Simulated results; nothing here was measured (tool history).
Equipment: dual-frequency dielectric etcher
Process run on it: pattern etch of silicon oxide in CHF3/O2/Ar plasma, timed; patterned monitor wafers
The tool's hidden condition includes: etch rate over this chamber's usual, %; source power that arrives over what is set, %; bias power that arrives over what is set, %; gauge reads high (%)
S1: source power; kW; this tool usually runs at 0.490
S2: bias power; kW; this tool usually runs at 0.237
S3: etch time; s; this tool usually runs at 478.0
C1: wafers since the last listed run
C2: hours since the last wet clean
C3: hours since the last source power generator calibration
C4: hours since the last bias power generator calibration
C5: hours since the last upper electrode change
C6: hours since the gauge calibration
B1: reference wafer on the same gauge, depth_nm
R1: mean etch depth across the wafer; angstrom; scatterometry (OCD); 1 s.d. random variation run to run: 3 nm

run	hour	S1	S2	S3	C1	C2	C3	C4	C5	C6	B1	R1
1	0.0	0.550	0.237	478.0	0	214.3	1933.6	4036.9	4346.3	703.2	1361.0	11932
2	49.7	0.490	0.237	478.0	252	264.0	1983.3	4086.6	4396.0	752.9	1360.7	11511
3	117.2	0.490	0.237	478.0	343	331.5	2050.8	4154.1	4463.5	820.4	1359.8	11518
4	171.8	0.490	0.237	478.0	277	386.1	2105.4	4208.7	4518.1	875.0	1358.5	11532
5	215.8	0.490	0.237	478.0	223	430.1	2149.4	4252.7	4562.1	919.0	1357.6	11516
# hour 251.4: wet clean of the chamber
6	283.3	0.490	0.237	478.0	221	31.9	2216.9	4320.2	4629.6	986.5	1357.2	11492
7	389.8	0.490	0.198	478.0	541	138.4	2323.4	4426.7	4736.1	1093.0	1354.7	10566
8	460.8	0.490	0.237	403.5	361	209.4	2394.4	4497.7	4807.1	1164.0	1353.2	9697
9	506.7	0.490	0.237	403.5	233	255.3	2440.3	4543.6	4853.0	1209.9	1351.5	9690
# hour 580.9: bias power generator calibrated
10	634.0	0.490	0.237	403.5	627	382.6	2567.6	53.1	4980.3	1337.2	1349.6	9702
# hour 673.1: wet clean of the chamber
11	683.8	0.490	0.237	399.5	131	10.7	2617.4	102.9	5030.1	1387.0	1348.1	9575
# hour 724.1: gauge calibrated
12	743.0	0.570	0.211	478.0	301	69.9	2676.6	162.1	5089.3	18.9	1368.2	11511
# hour 797.0: upper electrode replaced
13	797.5	0.490	0.237	478.0	155	124.4	2731.1	216.6	0.5	73.4	1368.4	11608
14	834.2	0.410	0.182	621.0	186	161.1	2767.8	253.3	37.2	110.1	1368.4	12580
15	939.1	0.430	0.264	577.5	533	266.0	2872.7	358.2	142.1	215.0	1368.0	14163
16	1039.3	0.490	0.237	403.5	509	366.2	2972.9	458.4	242.3	315.2	1367.6	9822
# hour 1070.2: wet clean of the chamber
# hour 1075.2: source power generator calibrated
17	1142.5	0.490	0.186	478.0	382	72.3	67.3	561.6	345.5	418.4	1367.4	10296
18	1242.9	0.490	0.237	599.0	510	172.7	167.7	662.0	445.9	518.8	1366.6	14546
19	1324.9	0.550	0.179	478.0	417	254.7	249.7	744.0	527.9	600.8	1365.3	10471
20	1376.9	0.490	0.261	478.0	264	306.7	301.7	796.0	579.9	652.8	1364.5	12088

Forecast each of these 3 alternatives for the next run:
A	1377.4	0.490	0.237	478.0	2	307.2	302.2	796.5	580.4	653.3	?	?
B	1377.4	0.590	0.208	359.0	2	307.2	302.2	796.5	580.4	653.3	?	?
C	1377.4	0.490	0.178	478.0	2	307.2	302.2	796.5	580.4	653.3	?	?

run	B1	R1
A	1365.0	11542
B	1365.0	8642
C	1365.0	10058
The same runs, with their run-to-run variation unchanged, on a tool lacking any hidden condition would have given:
run	R1
A	11585
B	8674
C	10095
